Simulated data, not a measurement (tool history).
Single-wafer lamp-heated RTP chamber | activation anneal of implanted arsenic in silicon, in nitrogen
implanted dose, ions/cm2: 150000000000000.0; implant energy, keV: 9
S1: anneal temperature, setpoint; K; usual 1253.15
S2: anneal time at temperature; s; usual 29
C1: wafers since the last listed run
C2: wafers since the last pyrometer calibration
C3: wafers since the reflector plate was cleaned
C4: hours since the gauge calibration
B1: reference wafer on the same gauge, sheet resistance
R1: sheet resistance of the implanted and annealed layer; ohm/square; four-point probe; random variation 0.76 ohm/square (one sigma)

run 1 hour=0 | S1=1253.15 S2=42 | C1=0 C2=1940 C3=5600 C4=424 | B1=576.43 | R1=505.57
run 2 hour=54.9 | S1=1262.15 S2=22 | C1=874 C2=2814 C3=6474 C4=478.9 | B1=576.6 | R1=508.16
run 3 hour=134.7 | S1=1262.15 S2=22 | C1=1270 C2=4085 C3=7745 C4=558.7 | B1=576.23 | R1=508.44
-- hour=151.5 reflector plate cleaned
run 4 hour=209.4 | S1=1253.15 S2=29 | C1=1062 C2=5147 C3=921 C4=633.4 | B1=575.95 | R1=505.24
run 5 hour=307.5 | S1=1253.15 S2=29 | C1=1562 C2=6709 C3=2483 C4=731.5 | B1=575.87 | R1=504.84
run 6 hour=385.3 | S1=1253.15 S2=29 | C1=1238 C2=7948 C3=3722 C4=809.3 | B1=575.32 | R1=507.05
-- hour=421.6 pyrometer window cleaned and pyrometer calibrated
run 7 hour=436.1 | S1=1265.15 S2=29 | C1=681 C2=230 C3=4404 C4=860.1 | B1=575.3 | R1=503.43
run 8 hour=520.7 | S1=1265.15 S2=29 | C1=1347 C2=1578 C3=5751 C4=944.7 | B1=575.23 | R1=504.39
run 9 hour=602.4 | S1=1253.15 S2=29 | C1=1301 C2=2879 C3=7052 C4=1026.4 | B1=574.77 | R1=505.38
run 10 hour=690.7 | S1=1253.15 S2=17 | C1=1406 C2=4285 C3=8459 C4=1114.7 | B1=574.41 | R1=508.65
-- hour=715.9 reflector plate cleaned
run 11 hour=744.3 | S1=1253.15 S2=17 | C1=726 C2=5011 C3=452 C4=1168.3 | B1=574.64 | R1=508.46
run 12 hour=785.6 | S1=1253.15 S2=39 | C1=657 C2=5669 C3=1109 C4=1209.6 | B1=574.47 | R1=502.96
run 13 hour=887.5 | S1=1253.15 S2=39 | C1=1622 C2=7292 C3=2732 C4=1311.5 | B1=573.86 | R1=503.3
run 14 hour=957.5 | S1=1253.15 S2=29 | C1=1114 C2=8406 C3=3847 C4=1381.5 | B1=573.56 | R1=504.53
-- hour=1007.8 pyrometer window cleaned and pyrometer calibrated
run 15 hour=1047.4 | S1=1230.15 S2=37 | C1=1304 C2=630 C3=5151 C4=1471.4 | B1=573.15 | R1=507.08
run 16 hour=1155.3 | S1=1253.15 S2=39 | C1=1718 C2=2349 C3=6869 C4=1579.3 | B1=572.73 | R1=503.11
-- hour=1215 reflector plate cleaned
run 17 hour=1259.3 | S1=1253.15 S2=29 | C1=1528 C2=3877 C3=706 C4=1683.3 | B1=572.69 | R1=504.5
run 18 hour=1311.2 | S1=1240.15 S2=29 | C1=826 C2=4704 C3=1532 C4=1735.2 | B1=572.87 | R1=505.47
run 19 hour=1349.8 | S1=1253.15 S2=29 | C1=614 C2=5319 C3=2147 C4=1773.8 | B1=572.42 | R1=503.33
run 20 hour=1422.2 | S1=1274.15 S2=14 | C1=1152 C2=6472 C3=3300 C4=1846.2 | B1=571.95 | R1=505.03
-- hour=1517.8 pyrometer window cleaned and pyrometer calibrated
run 21 hour=1527.4 | S1=1253.15 S2=29 | C1=1547 C2=152 C3=4848 C4=1951.4 | B1=571.73 | R1=502.64
run 22 hour=1626.7 | S1=1267.15 S2=21 | C1=1581 C2=1733 C3=6429 C4=2050.7 | B1=571.54 | R1=502.79
-- hour=1638 gauge calibrated
run 23 hour=1717 | S1=1239.15 S2=42 | C1=1438 C2=3172 C3=7867 C4=79 | B1=578.53 | R1=509.81
-- hour=1779 reflector plate cleaned
run 24 hour=1934.2 | S1=1235.15 S2=42 | C1=3331 C2=6503 C3=2471 C4=296.2 | B1=577.62 | R1=508.93
run 25 hour=1994.3 | S1=1283.15 S2=45 | C1=957 C2=7460 C3=3428 C4=356.3 | B1=577.52 | R1=496.13

The next listed run, before its measurement:
-- hour=2018.9 pyrometer window cleaned and pyrometer calibrated
run 26 hour=2097.1 | S1=1237.15 S2=37 | C1=1509 C2=1245 C3=4937 C4=459.1 | B1=? | R1=?

Run 26 gave B1 577.34, R1 509.26 ohm/square.
Without the tool's hidden state the same run would have given R1 509.89 ohm/square.

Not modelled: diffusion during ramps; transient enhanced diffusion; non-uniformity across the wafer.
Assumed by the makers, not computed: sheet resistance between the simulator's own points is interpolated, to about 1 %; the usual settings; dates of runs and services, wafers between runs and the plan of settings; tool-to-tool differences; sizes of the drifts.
